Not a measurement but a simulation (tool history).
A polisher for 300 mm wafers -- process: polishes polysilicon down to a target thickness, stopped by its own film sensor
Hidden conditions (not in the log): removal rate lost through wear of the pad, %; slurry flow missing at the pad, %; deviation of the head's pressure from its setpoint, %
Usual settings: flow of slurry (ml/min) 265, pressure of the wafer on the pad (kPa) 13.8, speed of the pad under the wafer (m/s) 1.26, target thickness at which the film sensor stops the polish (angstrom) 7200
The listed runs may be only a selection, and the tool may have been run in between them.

run,hour,flow of slurry (ml/min),pressure of the wafer on the pad (kPa),speed of the pad under the wafer (m/s),target thickness at which the film sensor stops the polish (angstrom),wafers since the last listed run,wafers polished on this pad,hours since the slurry nozzle was cleaned,hours since the head pressure was calibrated,"incoming thickness of the incoming film, nm",time until the film sensor stopped the polish (s)
1,0.0,265,13.8,1.12,7200,0,626,310.9,273.5,1114.0,45.5
2,16.7,265,13.8,1.26,7200,130,757,327.6,290.2,1111.9,39.7
3,44.3,265,13.8,1.26,7200,215,972,355.2,317.8,1095.1,38.3
# hour 51.6: head pressure recalibrated
4,61.2,265,13.8,1.26,7200,116,1089,372.1,9.6,1102.8,41.9
5,92.3,265,13.8,1.26,7200,242,1331,403.2,40.7,1130.2,44.4
# hour 107.6: worn pad replaced by a new one
6,114.9,265,12.4,1.26,7200,145,57,425.8,63.3,1130.6,48.6
7,145.2,265,11.0,1.26,7200,236,293,456.1,93.6,1112.6,51.1
8,168.5,265,11.0,1.26,7200,181,475,479.4,116.9,1114.5,51.3
9,220.2,265,11.0,1.26,7200,403,879,531.1,168.6,1131.3,52.3
10,233.1,305,13.8,1.26,7200,100,980,544.0,181.5,1115.6,41.0
11,251.5,305,13.8,1.26,7200,143,1123,562.4,199.9,1124.4,41.7
12,272.0,305,13.8,1.26,7200,160,1283,582.9,220.4,1115.4,39.7
13,285.1,230,13.8,1.26,7200,102,1386,596.0,233.5,1131.6,43.0
# hour 299.6: worn pad replaced by a new one
14,300.8,230,13.8,1.26,7200,91,9,611.7,249.2,1109.3,40.2
# hour 319.1: head pressure recalibrated
15,321.5,265,13.8,0.96,8210,146,155,632.4,2.4,1107.2,41.9
16,336.5,265,13.8,0.96,8210,117,272,647.4,17.4,1129.4,45.4
17,351.8,190,15.9,1.42,7790,119,392,662.7,32.7,1119.6,30.8
18,385.8,305,13.8,1.26,7200,265,657,696.7,66.7,1130.3,44.9
19,416.6,265,17.2,1.64,7770,240,898,727.5,97.5,1103.5,22.5
# hour 442.4: worn pad replaced by a new one
20,505.4,265,15.2,0.88,7640,662,492,816.3,186.3,1096.9,46.6
21,538.0,265,13.8,1.26,7200,254,746,848.9,218.9,1095.4,38.9
22,563.4,265,13.8,1.26,7200,198,944,874.3,244.3,1112.4,41.1
23,594.5,265,13.8,0.96,7850,242,1187,905.4,275.4,1134.8,47.5
# hour 600.5: head pressure recalibrated
# hour 601.8: worn pad replaced by a new one
24,625.9,235,13.8,0.86,7620,219,188,936.8,25.4,1139.2,63.9
# hour 633.3: slurry nozzle cleaned
25,650.3,265,17.9,1.62,7200,182,371,17.0,49.8,1126.8,28.1
26,662.4,265,15.2,1.26,7200,94,465,29.1,61.9,1113.2,40.3
27,709.0,265,13.8,1.26,7200,363,829,75.7,108.5,1111.9,43.1
28,728.3,265,13.8,1.26,7200,150,980,95.0,127.8,1131.7,44.9
29,747.3,265,13.8,1.26,7200,148,1128,114.0,146.8,1116.2,43.4
# hour 761.8: worn pad replaced by a new one
30,762.3,265,9.0,1.26,7200,85,3,129.0,161.8,1102.4,59.5
31,783.3,265,15.2,0.88,7640,163,167,150.0,182.8,1114.2,48.9
32,813.5,340,17.9,1.26,8510,235,403,180.2,213.0,1109.5,21.2
33,836.3,220,11.0,0.86,8200,178,581,203.0,235.8,1104.5,54.2

The tool's hidden state at each run:
removal rate lost through wear of the pad, %: 0 at every run
slurry flow missing at the pad, %: 0 at every run
H1: deviation of the head's pressure from its setpoint, %
run,H1
1,10.2
2,10.8
3,11.9
4,1.72
5,2.92
6,3.79
7,4.95
8,5.84
9,7.83
10,8.32
11,9.03
12,9.81
13,10.3
14,10.9
15,0.384
16,0.959
17,1.55
18,2.85
19,4.03
20,7.44
21,8.69
22,9.67
23,10.9
24,-0.755
25,0.181
26,0.645
27,2.43
28,3.17
29,3.9
30,4.48
31,5.29
32,6.44
33,7.32
